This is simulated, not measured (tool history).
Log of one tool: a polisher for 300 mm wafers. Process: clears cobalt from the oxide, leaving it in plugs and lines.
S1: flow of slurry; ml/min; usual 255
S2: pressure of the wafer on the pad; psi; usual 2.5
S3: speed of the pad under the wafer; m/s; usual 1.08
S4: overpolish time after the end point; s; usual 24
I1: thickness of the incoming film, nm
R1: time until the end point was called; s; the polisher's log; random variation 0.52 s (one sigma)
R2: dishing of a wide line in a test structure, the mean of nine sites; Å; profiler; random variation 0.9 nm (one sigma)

run,hour,S1,S2,S3,S4,I1,R1,R2
1,0.0,255,2.5,0.84,24,304.1,69.0,454
2,83.6,255,2.5,0.84,24,312.1,67.4,454
3,130.5,255,2.5,0.84,24,310.9,59.4,465
4,178.9,255,2.5,1.08,24,308.1,48.0,482
5,219.8,255,3.1,1.08,17,307.3,42.8,460
6,278.8,255,2.5,1.24,24,314.1,45.0,475
7,376.9,255,2.5,1.24,24,309.1,46.7,496
8,478.8,255,2.5,1.24,24,311.1,42.2,483
9,566.8,255,2.5,1.08,24,313.5,52.1,471
10,626.2,255,2.5,1.08,14,310.8,52.7,405
11,717.8,255,2.5,1.08,14,311.8,53.9,386
12,796.6,255,2.5,1.08,14,310.7,49.4,427
13,887.4,255,1.8,1.40,24,315.7,47.7,486
14,958.2,255,2.5,1.08,24,315.8,52.5,466
15,1041.1,210,2.5,1.08,24,305.7,54.2,470
16,1084.7,330,2.3,1.44,19,309.1,40.8,463
17,1124.9,325,2.5,0.78,24,315.3,66.4,451
18,1194.3,255,2.5,1.08,11,309.1,49.7,369
19,1260.5,255,2.5,1.08,24,303.9,51.7,479
20,1349.5,335,2.8,0.70,17,313.4,74.7,384
21,1424.2,255,2.5,1.08,17,304.9,48.4,439
22,1475.3,200,2.8,1.08,24,303.5,47.4,476
23,1558.9,180,2.1,1.08,12,309.2,62.6,345
24,1596.2,255,2.5,1.18,12,314.3,50.2,395
25,1761.0,255,2.5,1.08,24,313.8,53.5,480

Taken out of this log: 9 entries between the listed runs. Where each belongs, and how the hidden state differs across it:
Between runs 1 and 2: slurry nozzle cleaned (hour 17.2)
  removal rate lost through wear of the pad, %: 12.1 -> 12.7; slurry flow missing at the pad, %: 42.7 -> 13.6
  measured less the result without the state, R1: +11.9 -> +9.4 s; R2: -22 -> -17 Å
Between runs 2 and 3: worn pad replaced by a new one (hour 124.1)
  removal rate lost through wear of the pad, %: 12.7 -> 1.09; slurry flow missing at the pad, %: 13.6 -> 18.9
  measured less the result without the state, R1: +9.4 -> +1.9 s; R2: -17 -> -4 Å
Between runs 7 and 8: worn pad replaced by a new one (hour 458.9)
  removal rate lost through wear of the pad, %: 11.6 -> 1.99; slurry flow missing at the pad, %: 35.4 -> 38.9
  measured less the result without the state, R1: +7.2 -> +3.0 s; R2: -9 -> -4 Å
Between runs 11 and 12: worn pad replaced by a new one (hour 787.1)
  removal rate lost through wear of the pad, %: 11.3 -> 2.1; slurry flow missing at the pad, %: 43.4 -> 44.2
  measured less the result without the state, R1: +9.0 -> +4.1 s; R2: -27 -> -13 Å
Between runs 12 and 13: slurry nozzle cleaned (hour 877.0)
  removal rate lost through wear of the pad, %: 2.1 -> 8.37; slurry flow missing at the pad, %: 44.2 -> 3.03
  measured less the result without the state, R1: +4.1 -> +4.1 s; R2: -13 -> -5 Å
Between runs 14 and 15: head pressure recalibrated (hour 962.2)
  removal rate lost through wear of the pad, %: 10.8 -> 12.3; slurry flow missing at the pad, %: 12.4 -> 20.6
  measured less the result without the state, R1: +6.2 -> +7.9 s; R2: -9 -> -12 Å
Between runs 16 and 17: worn pad replaced by a new one (hour 1101.1)
  removal rate lost through wear of the pad, %: 12.7 -> 3.35; slurry flow missing at the pad, %: 24 -> 26.7
  measured less the result without the state, R1: +6.0 -> +3.9 s; R2: -11 -> -7 Å
Between runs 20 and 21: worn pad replaced by a new one (hour 1401.4)
  removal rate lost through wear of the pad, %: 12.1 -> 3.03; slurry flow missing at the pad, %: 36.2 -> 38
  measured less the result without the state, R1: +11.5 -> +3.8 s; R2: -28 -> -10 Å
Between runs 24 and 25: slurry nozzle cleaned (hour 1689.3)
  removal rate lost through wear of the pad, %: 11 -> 12.8; slurry flow missing at the pad, %: 40.6 -> 14.2
  measured less the result without the state, R1: +8.0 -> +7.5 s; R2: -28 -> -11 Å
